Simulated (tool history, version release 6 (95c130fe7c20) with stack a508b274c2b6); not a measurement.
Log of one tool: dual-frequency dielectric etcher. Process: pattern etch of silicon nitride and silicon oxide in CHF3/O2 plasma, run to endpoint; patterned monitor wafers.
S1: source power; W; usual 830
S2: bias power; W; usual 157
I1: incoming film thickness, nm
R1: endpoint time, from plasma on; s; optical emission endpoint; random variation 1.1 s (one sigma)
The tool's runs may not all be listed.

run    hour    S1   S2     I1     R1
  1     0.0   830  157  246.1  140.2
  2    32.3   830  140  246.9  145.5
  3   103.6   830  133  244.2  143.3
      170.4  -- wet clean of the chamber
  4   171.8   830  133  245.5  152.3
  5   206.2   680  157  248.1  163.1
  6   270.4   830  175  247.5  140.1
  7   322.3   830  175  244.7  138.7
  8   392.4   830  175  247.0  137.6
  9   436.1   980  143  248.3  135.1
 10   492.5   980  143  246.2  131.0
      544.7  -- upper electrode replaced, of another model than before
 11   545.2   980  143  246.2  128.4
 12   550.7   830  157  243.7  139.7
 13   587.4   830  157  246.0  141.7
      625.3  -- source power generator calibrated
 14   635.3   830  157  247.0  139.5
 15   668.8   750  196  247.4  147.8
 16   739.0   970  157  246.2  123.9
      775.1  -- wet clean of the chamber
 17   792.3   950  130  244.8  135.0
 18   836.2   700  157  245.5  166.4
 19   876.9  1000  125  245.1  130.8
 20   981.9   970  172  244.0  123.8
 21  1009.0   830  141  242.7  141.3
 22  1076.1   830  157  245.3  142.3
     1094.7  -- bias power generator calibrated
 23  1137.6   830  157  244.4  139.3
 24  1198.4   830  179  246.9  136.4
     1251.6  -- wet clean of the chamber
 25  1252.1   890  182  247.6  134.7
 26  1307.0  1010  173  245.3  124.3
 27  1336.9   930  189  245.7  128.8
 28  1390.1   760  120  245.7  161.6
 29  1418.3   830  157  248.1  145.7

4 ways to go on from here, each from the tool as it stands after run 29. What would each give?
  A  1418.8  830  157  244.4   ?
  B  1418.8  980  120  244.4   ?
  C  1418.8  960  129  244.4   ?
  D  1418.8  630  157  244.4   ?

run     R1
  A  141.6
  B  130.9
  C  131.4
  D  182.0
Without the tool's hidden state the same runs would have given:
run     R1
  A  143.2
  B  132.4
  C  132.9
  D  184.1

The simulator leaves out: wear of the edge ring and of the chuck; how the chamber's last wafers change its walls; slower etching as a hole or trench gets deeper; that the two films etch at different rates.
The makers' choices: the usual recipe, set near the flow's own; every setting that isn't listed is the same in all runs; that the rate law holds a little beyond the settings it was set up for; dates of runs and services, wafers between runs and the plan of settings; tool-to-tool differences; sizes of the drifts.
